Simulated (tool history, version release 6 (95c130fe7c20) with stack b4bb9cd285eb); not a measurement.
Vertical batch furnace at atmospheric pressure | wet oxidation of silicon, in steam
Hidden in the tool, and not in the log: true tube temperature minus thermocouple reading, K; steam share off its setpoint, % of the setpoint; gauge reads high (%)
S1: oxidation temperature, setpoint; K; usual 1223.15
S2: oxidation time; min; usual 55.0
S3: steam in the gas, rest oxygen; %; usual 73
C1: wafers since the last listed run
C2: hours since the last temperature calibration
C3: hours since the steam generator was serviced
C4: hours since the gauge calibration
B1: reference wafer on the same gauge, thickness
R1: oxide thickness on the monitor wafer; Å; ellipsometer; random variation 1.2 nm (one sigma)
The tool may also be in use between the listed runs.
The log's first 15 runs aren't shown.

run,hour,S1,S2,S3,C1,C2,C3,C4,B1,R1
16,425.5,1223.15,55.0,73,325,5120.6,1729.4,62.1,223.87,2025.2
17,461.4,1223.15,55.0,73,547,5156.5,1765.3,98.0,224.12,2027.2
18,494.3,1223.15,68.5,80,502,5189.4,1798.2,130.9,223.66,2583.5
19,528.1,1223.15,68.5,80,515,5223.2,1832.0,164.7,224.80,2591.7
# hour 562.2: thermocouples replaced and temperature profile calibrated
20,562.7,1223.15,55.0,73,161,0.5,1866.6,199.3,223.87,2024.1
21,568.3,1223.15,55.0,73,85,6.1,1872.2,204.9,223.96,2007.9
22,586.0,1207.15,44.5,73,270,23.8,1889.9,222.6,223.49,1462.9
23,609.1,1223.15,55.0,73,352,46.9,1913.0,245.7,224.22,2024.6
24,628.1,1213.15,55.0,73,290,65.9,1932.0,264.7,224.27,1836.8
25,661.7,1233.15,74.0,63,512,99.5,1965.6,298.3,223.69,2491.4
# hour 707.3: steam generator serviced
26,707.8,1244.15,36.5,73,337,145.6,0.5,344.4,223.71,1910.2
27,713.4,1223.15,55.0,84,85,151.2,6.1,350.0,223.34,2368.1
28,731.8,1207.15,33.0,67,280,169.6,24.5,368.4,224.04,1162.8
29,750.7,1223.15,55.0,85,288,188.5,43.4,387.3,223.65,2369.0
30,772.6,1223.15,55.0,73,334,210.4,65.3,409.2,223.92,2125.1
31,796.4,1243.15,43.5,69,363,234.2,89.1,433.0,223.54,2059.3
32,811.6,1237.15,47.0,73,232,249.4,104.3,448.2,224.04,2152.8
# hour 818.0: gauge calibrated
33,829.4,1237.15,71.0,68,271,267.2,122.1,11.4,223.69,2737.5

Run 34 comes next. What will it give?
34,863.0,1233.15,80.0,81,512,300.8,155.7,45.0,?,?

B1: 224.08
R1: 3277.0 Å
Without the tool's hidden state the same run would have given R1 3309.9 Å.

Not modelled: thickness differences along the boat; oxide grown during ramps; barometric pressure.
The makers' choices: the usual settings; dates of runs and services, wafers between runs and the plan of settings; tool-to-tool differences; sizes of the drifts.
